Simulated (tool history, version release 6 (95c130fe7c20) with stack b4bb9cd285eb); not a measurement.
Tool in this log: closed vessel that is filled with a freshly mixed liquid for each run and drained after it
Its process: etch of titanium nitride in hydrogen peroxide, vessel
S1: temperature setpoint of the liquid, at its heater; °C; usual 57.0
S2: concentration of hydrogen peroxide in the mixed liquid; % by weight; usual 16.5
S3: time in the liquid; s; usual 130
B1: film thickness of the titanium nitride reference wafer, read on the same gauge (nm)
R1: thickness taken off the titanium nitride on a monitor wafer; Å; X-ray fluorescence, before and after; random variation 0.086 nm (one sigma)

run,hour,S1,S2,S3,B1,R1
1,0.0,53.5,16.5,130,79.41,134.4
2,51.0,53.5,16.5,130,79.26,135.0
3,121.0,57.0,14.5,130,78.95,168.6
4,416.9,57.0,14.5,130,77.32,163.3
# hour 428.4: gauge calibrated
5,475.4,57.0,16.5,130,80.15,175.9
6,543.0,57.0,16.5,130,80.06,173.1
# hour 612.6: thermometer replaced
7,617.5,57.0,16.5,130,79.96,172.9
8,711.4,64.0,16.5,130,79.79,278.6
# hour 756.1: peroxide flow meter replaced
9,805.4,53.0,15.0,170,79.53,166.4
10,912.2,57.0,16.5,200,79.16,263.2
# hour 950.5: new drum of peroxide connected
11,1010.4,50.5,18.5,50,78.73,42.5
12,1081.6,54.5,14.0,110,78.38,117.7
13,1167.6,57.0,20.5,55,77.91,74.3
14,1223.1,57.0,19.0,130,77.52,173.6
15,1278.8,57.0,16.5,130,77.17,168.2
# hour 1282.1: gauge calibrated
16,1343.8,60.0,18.5,175,79.92,295.4

What if the next run were any one of these 3? Each begins from the tool's condition after run 16:
A,1344.5,57.0,16.5,130,?,?
B,1344.5,63.0,14.0,80,?,?
C,1344.5,47.5,16.5,155,?,?

run,B1,R1
A,79.92,173.5
B,79.92,155.1
C,79.92,105.1
Take away the tool's hidden state, keep each run's random variation, and the runs would have read:
run,R1
A,173.7
B,155.2
C,105.2
